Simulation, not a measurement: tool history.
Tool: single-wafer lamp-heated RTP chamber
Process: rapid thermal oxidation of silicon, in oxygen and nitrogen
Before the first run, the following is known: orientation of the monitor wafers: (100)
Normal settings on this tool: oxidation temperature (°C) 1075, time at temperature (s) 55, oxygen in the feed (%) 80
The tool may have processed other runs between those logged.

run    hour  oxidation temperature (°C)  time at temperature (s)  oxygen in the feed (%)  wafers since the last listed run  wafers since the last pyrometer calibration  hours since the oxygen flow controller was replaced  hours since the gauge calibration  read-back reference wafer on the same gauge, thickness  oxide thickness on the monitor wafer (angstrom)
  1     0.0                        1075                       38                      80                                 0                                          188                                               2425.8                             1819.5                                                   6.933                                            69.49
  2    36.1                        1075                       38                      80                               369                                          558                                               2461.9                             1855.6                                                   6.940                                            69.86
  3   202.3                        1075                       55                      58                              1700                                         2258                                               2628.1                             2021.8                                                   6.941                                            75.44
  4   308.4                        1075                       55                      58                              1085                                         3344                                               2734.2                             2127.9                                                   6.939                                            75.17
      337.6  -- pyrometer window cleaned and pyrometer calibrated
  5   349.5                        1075                       55                      58                               338                                          122                                               2775.3                             2169.0                                                   6.937                                            76.53
  6   411.6                        1075                       55                      80                               635                                          757                                               2837.4                             2231.1                                                   6.940                                            86.98
  7   518.1                        1075                       55                      80                              1089                                         1847                                               2943.9                             2337.6                                                   6.945                                            87.63
      583.0  -- gauge calibrated
  8   620.8                        1075                       55                      80                              1050                                         2898                                               3046.6                               37.8                                                   6.940                                            88.26
  9   662.2                        1075                       61                      80                               423                                         3321                                               3088.0                               79.2                                                   6.939                                            92.37
      714.4  -- pyrometer window cleaned and pyrometer calibrated, repeated, since the last time left the tool worse
 10   750.1                        1075                       61                      80                               817                                          365                                               3175.9                              167.1                                                   6.946                                            86.89
      759.0  -- oxygen flow controller replaced
 11   824.4                        1075                       61                      80                               678                                         1043                                                 65.4                              241.4                                                   6.941                                            87.88
 12   928.3                        1075                       55                      80                              1063                                         2106                                                169.3                              345.3                                                   6.941                                            84.13
 13  1027.7                        1067                       55                      58                              1017                                         3123                                                268.7                              444.7                                                   6.936                                            71.60
     1067.9  -- pyrometer window cleaned and pyrometer calibrated
 14  1132.2                        1053                       82                      98                               987                                          657                                                373.2                              549.2                                                   6.942                                            92.55
 15  1228.2                        1088                       55                      89                               982                                         1639                                                469.2                              645.2                                                   6.945                                            95.18
 16  1291.2                        1084                       55                      98                               644                                         2284                                                532.2                              708.2                                                   6.935                                            95.59
 17  1386.7                        1075                       75                      80                               977                                         3261                                                627.7                              803.7                                                   6.938                                            97.65
     1409.5  -- pyrometer window cleaned and pyrometer calibrated
 18  1427.0                        1075                       55                      80                               330                                          179                                                668.0                              844.0                                                   6.937                                            82.63
 19  1528.0                        1094                       32                      67                              1033                                         1212                                                769.0                              945.0                                                   6.940                                            70.23
 20  1599.9                        1064                       32                      97                               735                                         1948                                                840.9                             1016.9                                                   6.938                                            65.73
 21  1638.8                        1075                       55                      80                               398                                         2346                                                879.8                             1055.8                                                   6.939                                            84.72
     1724.8  -- pyrometer window cleaned and pyrometer calibrated
 22  1732.4                        1055                       55                      80                               875                                           77                                                973.4                             1149.4                                                   6.942                                            71.35
 23  1831.1                        1102                       48                      71                              1009                                         1087                                               1072.1                             1248.1                                                   6.938                                            89.78

What if the next run were any one of these 4? Each begins from the tool's condition after run 23:
  A  1831.5                        1104                       55                      80                                 4                                         1091                                               1072.5                             1248.5                                                       ?                                                ?
  B  1831.5                        1075                       45                      51                                 4                                         1091                                               1072.5                             1248.5                                                       ?                                                ?
  C  1831.5                        1075                       55                      97                                 4                                         1091                                               1072.5                             1248.5                                                       ?                                                ?
  D  1831.5                        1075                       31                      59                                 4                                         1091                                               1072.5                             1248.5                                                       ?                                                ?

run  read-back reference wafer on the same gauge, thickness  oxide thickness on the monitor wafer (angstrom)
  A                                                   6.939                                           100.22
  B                                                   6.939                                            64.98
  C                                                   6.939                                            89.22
  D                                                   6.939                                            58.27
Without the tool's hidden state the same runs would have given:
run  oxide thickness on the monitor wafer (angstrom)
  A                                            98.16
  B                                            63.59
  C                                            87.29
  D                                            57.02
